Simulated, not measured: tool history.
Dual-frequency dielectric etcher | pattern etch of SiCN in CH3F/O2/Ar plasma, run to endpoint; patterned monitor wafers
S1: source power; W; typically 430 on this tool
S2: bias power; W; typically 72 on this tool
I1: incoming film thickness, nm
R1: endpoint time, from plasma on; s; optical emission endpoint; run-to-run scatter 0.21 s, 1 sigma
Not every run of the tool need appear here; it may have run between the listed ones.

Run 1, hour 0: usual settings; I1 9.9. Result: R1 24.6 s.
At hour 36.6: wet clean of the chamber.
Run 2, hour 67.1: usual settings; I1 9.86. Result: R1 24 s.
Run 3, hour 107.6: usual settings; I1 9.81. Result: R1 24.1 s.
At hour 175.1: upper electrode replaced.
Run 4, hour 175.6: usual settings but S1 470 W; I1 9.89. Result: R1 23 s.
Run 5, hour 223: usual settings but S1 470 W; I1 9.96. Result: R1 23.2 s.
Run 6, hour 273.7: usual settings but S1 470 W; I1 9.93. Result: R1 22.9 s.
Run 7, hour 311.2: usual settings; I1 9.84. Result: R1 23.3 s.
Run 8, hour 381.4: usual settings; I1 9.89. Result: R1 23.7 s.
At hour 411.1: source power generator calibrated.
Run 9, hour 414.9: usual settings; I1 9.92. Result: R1 23.6 s.
Run 10, hour 444.4: usual settings; I1 9.93. Result: R1 23.7 s.
At hour 481.4: wet clean of the chamber, repeated, since the last time left the tool worse.
Run 11, hour 511: usual settings; I1 9.88. Result: R1 25.4 s.
Run 12, hour 574.6: usual settings; I1 9.86. Result: R1 24.7 s.
Run 13, hour 629.6: usual settings; I1 9.75. Result: R1 24.7 s.
Run 14, hour 665.4: usual settings but S1 370 W, S2 59 W; I1 9.96. Result: R1 28.9 s.
Run 15, hour 717.5: usual settings but S1 350 W, S2 59 W; I1 9.97. Result: R1 29.5 s.
Run 16, hour 757: usual settings but S2 54 W; I1 9.9. Result: R1 28.6 s.
Run 17, hour 856.9: usual settings but S1 470 W, S2 86 W; I1 10.03. Result: R1 22.2 s.
At hour 924.5: wet clean of the chamber.
Run 18, hour 925: usual settings but S1 480 W, S2 83 W; I1 9.85. Result: R1 22.5 s.
At hour 934.9: bias power generator calibrated.
Run 19, hour 969.5: usual settings but S1 490 W, S2 80 W; I1 9.89. Result: R1 23.1 s.
Run 20, hour 1031.2: usual settings; I1 9.99. Result: R1 25.3 s.
Run 21, hour 1076.4: usual settings but S1 340 W, S2 65 W; I1 9.89. Result: R1 27.7 s.
Run 22, hour 1138.8: usual settings but S1 360 W, S2 88 W; I1 9.85. Result: R1 24 s.
Run 23, hour 1171: usual settings; I1 9.83. Result: R1 24.4 s.
Run 24, hour 1236.7: usual settings but S1 380 W; I1 9.99. Result: R1 26.4 s.
Run 25, hour 1276.3: usual settings but S1 510 W; I1 9.94. Result: R1 23.4 s.
Run 26, hour 1315.9: usual settings but S1 480 W, S2 61 W; I1 9.88. Result: R1 26.2 s.
Run 27, hour 1354.8: usual settings but S2 57 W; I1 9.93. Result: R1 27.7 s.
At hour 1431.7: wet clean of the chamber.
Run 28, hour 1432.2: usual settings; I1 10. Result: R1 25.6 s.
Run 29, hour 1466.1: usual settings; I1 9.93. Result: R1 24.8 s.
Run 30, hour 1504.6: usual settings but S1 480 W; I1 9.97. Result: R1 24.2 s.
Run 31, hour 1562.1: usual settings but S1 330 W, S2 59 W; I1 9.89. Result: R1 30.3 s.
Run 32, hour 1610.7: usual settings but S2 85 W; I1 9.92. Result: R1 23.4 s.
Run 33, hour 1646.3: usual settings; I1 9.86. Result: R1 24.5 s.
Run 34, hour 1687.5: usual settings but S1 490 W, S2 82 W; I1 9.94. Result: R1 22.5 s.
Run 35, hour 1735.6: usual settings but S1 340 W, S2 58 W; I1 9.88. Result: R1 29.7 s.
Run 36, hour 1786.1: usual settings but S1 370 W, S2 67 W; I1 9.82. Result: R1 26.2 s.

Below, each run's measurement less what the same run would have read without the hidden state. Both values contain the same run-to-run variation, but the gauge's scatter may not be the same in both:
The tool's hidden condition here consists of: etch rate over this chamber's usual, %; source power that arrives over what is set, %; bias power that arrives over what is set, %.
run    R1
  1  -0.6
  2  -1.2
  3  -1.2
  4  -1.3
  5  -1.3
  6  -1.3
  7  -1.4
  8  -1.6
  9  -1.5
 10  -1.6
 11    +0
 12  -0.1
 13  -0.2
 14  -0.3
 15  -0.4
 16  -0.4
 17  -0.4
 18    +0
 19  -0.1
 20  -0.1
 21  -0.3
 22  -0.3
 23  -0.4
 24  -0.4
 25  -0.5
 26  -0.5
 27  -0.6
 28    +0
 29  -0.1
 30  -0.2
 31  -0.3
 32  -0.3
 33  -0.4
 34  -0.3
 35  -0.6
 36  -0.5

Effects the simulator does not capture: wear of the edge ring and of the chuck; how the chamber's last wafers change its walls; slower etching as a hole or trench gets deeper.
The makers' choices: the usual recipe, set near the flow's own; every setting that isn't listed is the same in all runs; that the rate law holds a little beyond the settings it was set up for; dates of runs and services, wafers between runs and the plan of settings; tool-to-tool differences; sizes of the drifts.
